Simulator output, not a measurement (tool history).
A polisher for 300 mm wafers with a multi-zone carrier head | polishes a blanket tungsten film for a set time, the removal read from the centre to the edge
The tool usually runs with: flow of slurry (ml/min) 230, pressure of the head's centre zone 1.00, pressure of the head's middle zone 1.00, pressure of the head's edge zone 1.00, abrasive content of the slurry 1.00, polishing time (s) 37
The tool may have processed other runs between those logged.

run   hour  flow of slurry (ml/min)  pressure of the head's centre zone  pressure of the head's middle zone  pressure of the head's edge zone  abrasive content of the slurry  polishing time (s)  wafers since the last listed run  wafers polished on this pad  hours since the slurry nozzle was cleaned  hours since the centre zone pressure was calibrated  hours since the edge zone pressure was calibrated  hours since the carrier head's membrane was replaced  incoming thickness of the incoming film, nm  film removed at the wafer's centre (angstrom)  film removed at mid-radius (angstrom)  film removed at the wafer's edge (angstrom)
  1    0.0                      230                                1.00                                1.00                              1.00                            1.00                  37                                 0                         1866                                       16.7                                                437.6                                             1069.8                                                 659.5                                        794.0                                           3243                                   3204                                         3177
      17.9  -- worn pad replaced by a new one
      29.1  -- carrier head's membrane replaced by a new one
  2   30.7                      230                                1.00                                1.00                              1.00                            1.00                  37                               211                           76                                       47.4                                                468.3                                             1100.5                                                   1.6                                        799.9                                           3454                                   3420                                         3453
  3   52.0                      230                                1.11                                0.93                              1.00                            0.85                  37                               207                          283                                       68.7                                                489.6                                             1121.8                                                  22.9                                        795.5                                           3557                                   3008                                         3202
  4   67.3                      230                                1.00                                1.00                              1.00                            1.00                  37                               149                          432                                       84.0                                                504.9                                             1137.1                                                  38.2                                        801.0                                           3403                                   3319                                         3345
  5   82.4                      230                                1.00                                1.00                              1.00                            1.00                  44                               147                          580                                       99.1                                                520.0                                             1152.2                                                  53.3                                        787.8                                           4028                                   3895                                         3941
  6  108.0                      230                                1.00                                1.00                              1.07                            1.00                  37                               249                          829                                      124.7                                                545.6                                             1177.8                                                  78.9                                        785.7                                           3277                                   3272                                         3398
     122.7  -- centre zone pressure recalibrated
  7  123.2                      230                                1.00                                1.00                              1.00                            1.15                  37                               128                          958                                      139.9                                                  0.5                                             1193.0                                                  94.1                                        797.3                                           3431                                   3351                                         3428
  8  148.5                      230                                1.10                                0.90                              0.89                            1.00                  46                               246                         1204                                      165.2                                                 25.8                                             1218.3                                                 119.4                                        806.6                                           4537                                   3677                                         3791
  9  178.0                      305                                1.00                                1.00                              1.00                            1.00                  37                               287                         1492                                      194.7                                                 55.3                                             1247.8                                                 148.9                                        793.9                                           3371                                   3299                                         3323
 10  204.7                      230                                1.00                                1.00                              1.00                            1.00                  44                               260                         1752                                      221.4                                                 82.0                                             1274.5                                                 175.6                                        785.9                                           3872                                   3804                                         3874
     216.9  -- worn pad replaced by a new one
 11  227.7                      230                                0.92                                1.00                              0.95                            1.00                  25                               185                          105                                      244.4                                                105.0                                             1297.5                                                 198.6                                        814.9                                           2161                                   2310                                         2221
     234.9  -- slurry nozzle cleaned
     250.9  -- edge zone pressure recalibrated
 12  261.1                      230                                1.00                                1.00                              1.00                            1.00                  37                               296                          401                                       26.2                                                138.4                                               10.2                                                 232.0                                        802.2                                           3368                                   3302                                         3314
 13  286.4                      230                                1.00                                0.96                              1.00                            1.00                  37                               246                          647                                       51.5                                                163.7                                               35.5                                                 257.3                                        802.0                                           3309                                   3188                                         3271
 14  321.9                      230                                1.00                                1.00                              1.00                            1.00                  37                               345                          993                                       87.0                                                199.2                                               71.0                                                 292.8                                        798.2                                           3314                                   3204                                         3249
 15  352.0                      230                                1.00                                1.00                              1.00                            1.00                  29                               293                         1287                                      117.1                                                229.3                                              101.1                                                 322.9                                        788.5                                           2579                                   2530                                         2549
 16  385.7                      230                                1.00                                1.00                              1.07                            1.00                  37                               328                         1615                                      150.8                                                263.0                                              134.8                                                 356.6                                        800.3                                           3294                                   3233                                         3367
 17  402.6                      155                                1.00                                1.00                              1.00                            1.00                  30                               164                         1780                                      167.7                                                279.9                                              151.7                                                 373.5                                        786.5                                           2505                                   2489                                         2482
 18  415.4                      230                                0.94                                1.00                              1.00                            0.80                  37                               124                         1905                                      180.5                                                292.7                                              164.5                                                 386.3                                        799.6                                           2908                                   3018                                         2990
     435.0  -- worn pad replaced by a new one
     440.1  -- slurry nozzle cleaned
 19  440.6                      230                                1.00                                1.00                              1.00                            1.00                  37                               196                           44                                        0.5                                                317.9                                              189.7                                                 411.5                                        810.6                                           3517                                   3403                                         3385
 20  457.6                      230                                1.00                                1.00                              1.00                            1.00                  37                               165                          210                                       17.5                                                334.9                                              206.7                                                 428.5                                        794.3                                           3451                                   3355                                         3362
 21  476.5                      230                                1.00                                1.00                              1.00                            1.00                  41                               184                          394                                       36.4                                                353.8                                              225.6                                                 447.4                                        801.7                                           3724                                   3658                                         3724
 22  496.4                      230                                1.00                                0.92                              0.92                            1.25                  45                               193                          588                                       56.3                                                373.7                                              245.5                                                 467.3                                        798.8                                           4357                                   4018                                         4096

State the hidden condition of the tool at each of the runs:
slurry flow missing at the pad, %: 0 across all the runs
deviation of the centre zone's pressure from its setpoint, %: 0 across all the runs
deviation of the edge zone's pressure from its setpoint, %: 0 across all the runs
H1: removal rate lost through wear of the pad, %
run     H1
  1   6.81
  2    1.3
  3   2.85
  4   3.69
  5   4.36
  6   5.19
  7   5.56
  8   6.01
  9   6.37
 10   6.58
 11   1.09
 12   3.38
 13    4.5
 14   5.51
 15   6.04
 16    6.4
 17   6.53
 18   6.61
 19  0.789
 20    2.2
 21   3.41
 22   4.36
